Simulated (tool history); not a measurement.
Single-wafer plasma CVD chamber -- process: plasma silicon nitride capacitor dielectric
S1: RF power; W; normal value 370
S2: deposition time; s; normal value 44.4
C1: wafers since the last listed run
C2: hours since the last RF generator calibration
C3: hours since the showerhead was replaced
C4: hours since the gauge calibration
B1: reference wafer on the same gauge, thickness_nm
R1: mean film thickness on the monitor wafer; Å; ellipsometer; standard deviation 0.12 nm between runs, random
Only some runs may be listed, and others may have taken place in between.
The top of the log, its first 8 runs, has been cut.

run	hour	S1	S2	C1	C2	C3	C4	B1	R1
9	220.7	370	44.4	344	1197.5	5841.3	194.8	50.711	560.02
10	246.2	370	44.4	589	1223	5866.8	220.3	50.702	558.91
11	268.8	370	44.4	522	1245.6	5889.4	242.9	50.713	560.42
12	368.7	370	44.4	2310	1345.5	5989.3	342.8	50.701	560.35
13	382.7	370	44.4	323	1359.5	6003.3	356.8	50.684	561.41
14	417	370	44.4	793	1393.8	6037.6	391.1	50.721	559.95
15	433.4	370	44.4	379	1410.2	6054	407.5	50.682	560.6
16	445.9	370	44.4	289	1422.7	6066.5	420	50.695	559.99
17	476.5	370	44.4	707	1453.3	6097.1	450.6	50.691	560.04
# hour 501.5: showerhead replaced
18	508.4	370	44.4	552	1485.2	6.9	482.5	50.693	558.88
19	536.4	370	44.4	647	1513.2	34.9	510.5	50.713	560.66
# hour 551.4: gauge calibrated
20	557.4	330	39.1	485	1534.2	55.9	6	50.686	482.48
21	583	370	48.5	592	1559.8	81.5	31.6	50.712	612.86
22	616.1	315	46.9	765	1592.9	114.6	64.7	50.711	572.21
23	643.6	370	44.4	636	1620.4	142.1	92.2	50.706	560.35
24	679.1	330	39.1	821	1655.9	177.6	127.7	50.694	479.7

Expected results for the next run?
25	699.4	425	47.2	469	1676.2	197.9	148	?	?

B1: 50.696
R1: 614.17 Å
Had the tool carried no hidden state, the very same run would have given R1 621.32 Å.
